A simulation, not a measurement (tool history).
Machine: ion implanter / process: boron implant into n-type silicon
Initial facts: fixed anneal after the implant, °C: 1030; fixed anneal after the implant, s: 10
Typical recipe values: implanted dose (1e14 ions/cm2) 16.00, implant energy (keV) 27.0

run     day  implanted dose (1e14 ions/cm2)  implant energy (keV)  wafers since the last listed run  hours since the last dose calibration  hours since the extraction supply was calibrated  hours since the gauge calibration  read-back reference wafer on the same gauge, sheet resistance  sheet resistance of the implanted and annealed layer (ohm/square)
  1   0.000                           16.00                  34.0                                 0                                 1191.6                                            4948.9                              329.6                                                          67.34                                                              76.39
  2   2.996                           16.00                  34.0                               947                                 1263.5                                            5020.8                              401.5                                                          67.27                                                              76.46
  3   4.979                           16.00                  34.0                               627                                 1311.1                                            5068.4                              449.1                                                          67.28                                                              76.92
  4   6.650                           16.00                  27.0                               528                                 1351.2                                            5108.5                              489.2                                                          67.27                                                              78.28
  5   9.762                           17.01                  27.0                               984                                 1425.9                                            5183.2                              563.9                                                          67.26                                                              74.78
  6  12.975                           17.01                  27.0                              1016                                 1503.0                                            5260.3                              641.0                                                          67.32                                                              74.90
  7  14.829                           17.01                  27.0                               586                                 1547.5                                            5304.8                              685.5                                                          67.29                                                              75.44
  8  17.500                           16.00                  35.5                               844                                 1611.6                                            5368.9                              749.6                                                          67.31                                                              77.78
  9  19.996                           18.66                  18.0                               789                                 1671.5                                            5428.8                              809.5                                                          67.30                                                              76.94
     21.762  -- extraction supply calibrated
     22.117  -- gauge calibrated
     22.804  -- Faraday cup replaced and dose calibrated
 10  24.433                           17.79                  31.0                              1192                                   39.1                                              64.1                               55.6                                                          67.23                                                              69.93
 11  27.438                           16.00                  27.0                               950                                  111.2                                             136.2                              127.7                                                          67.34                                                              76.84
 12  29.138                           11.82                  35.0                               537                                  152.0                                             177.0                              168.5                                                          67.32                                                              95.72
 13  33.454                           17.75                  22.5                              1365                                  255.6                                             280.6                              272.1                                                          67.29                                                              72.93
 14  36.262                           14.44                  31.5                               888                                  323.0                                             348.0                              339.5                                                          67.29                                                              82.05

Selected run-to-run steps in sheet resistance of the implanted and annealed layer (ohm/square), each split into two signed amounts: the part the tool would show with no hidden state at all (from settings, incoming material and random variation), and the remainder, which goes to the hidden state together with any gauge scatter not common to the measured and the hidden-state-free results:
Hidden conditions of the tool in this case: deviation of the true dose from the Faraday cup's reading, %; deviation of the true energy from its setpoint, %; gauge reads high (%).
Run 9 -> 10: implanted dose (1e14 ions/cm2) 18.66 -> 17.79, implant energy (keV) 18.0 -> 31.0, extraction supply calibrated, gauge calibrated, Faraday cup replaced and dose calibrated. sheet resistance of the implanted and annealed layer (ohm/square) -7.01: hidden state -2.11, all else -4.90.
Run 12 -> 13: implanted dose (1e14 ions/cm2) 11.82 -> 17.75, implant energy (keV) 35.0 -> 22.5. sheet resistance of the implanted and annealed layer (ohm/square) -22.79: hidden state -0.10, all else -22.69.
